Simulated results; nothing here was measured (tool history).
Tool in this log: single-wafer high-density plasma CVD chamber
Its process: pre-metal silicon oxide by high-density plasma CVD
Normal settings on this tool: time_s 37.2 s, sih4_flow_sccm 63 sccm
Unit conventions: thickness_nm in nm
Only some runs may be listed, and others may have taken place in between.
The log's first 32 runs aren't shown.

run,hour,time_s,sih4_flow_sccm,wafers since the last listed run,hours since the silane flow controller was replaced,hours since the gauge calibration,"read-back reference wafer on the same gauge, thickness_nm",thickness_nm
33,359.5,37.2,59,142,58.5,118.4,180.876,213.324
34,375.4,32.6,58,220,74.4,134.3,180.958,184.061
35,391.4,37.2,52,222,90.4,150.3,181.022,192.036
36,408.3,42.8,68,234,107.3,167.2,181.028,275.907
37,422.3,33.1,57,194,121.3,181.2,180.966,184.075
38,431,29.8,55,120,130,189.9,181.02,160.943
39,441.7,37.2,63,148,140.7,200.6,180.942,225.258
40,450,37.2,63,115,149,208.9,180.966,224.777
41,464.9,41.9,55,206,163.9,223.8,181.013,226.718
42,478,37.2,68,181,177,236.9,180.986,239.304
43,491.4,30.1,56,185,190.4,250.3,180.908,165.387
44,499,43.5,59,105,198,257.9,181.035,249.563

Branching from run 44: 5 alternative next runs. What would each branch give?
A,499.4,30.1,63,5,198.4,258.3,?,?
B,499.4,39.2,69,5,198.4,258.3,?,?
C,499.4,42,60,5,198.4,258.3,?,?
D,499.4,42,70,5,198.4,258.3,?,?
E,499.4,32.9,56,5,198.4,258.3,?,?

run,"read-back reference wafer on the same gauge, thickness_nm",thickness_nm
A,180.911,181.71
B,180.911,255.363
C,180.911,243.521
D,180.911,276.946
E,180.911,180.285
Without the tool's unlogged condition, the same runs would have read:
run,thickness_nm
A,181.443
B,254.988
C,243.163
D,276.539
E,180.02
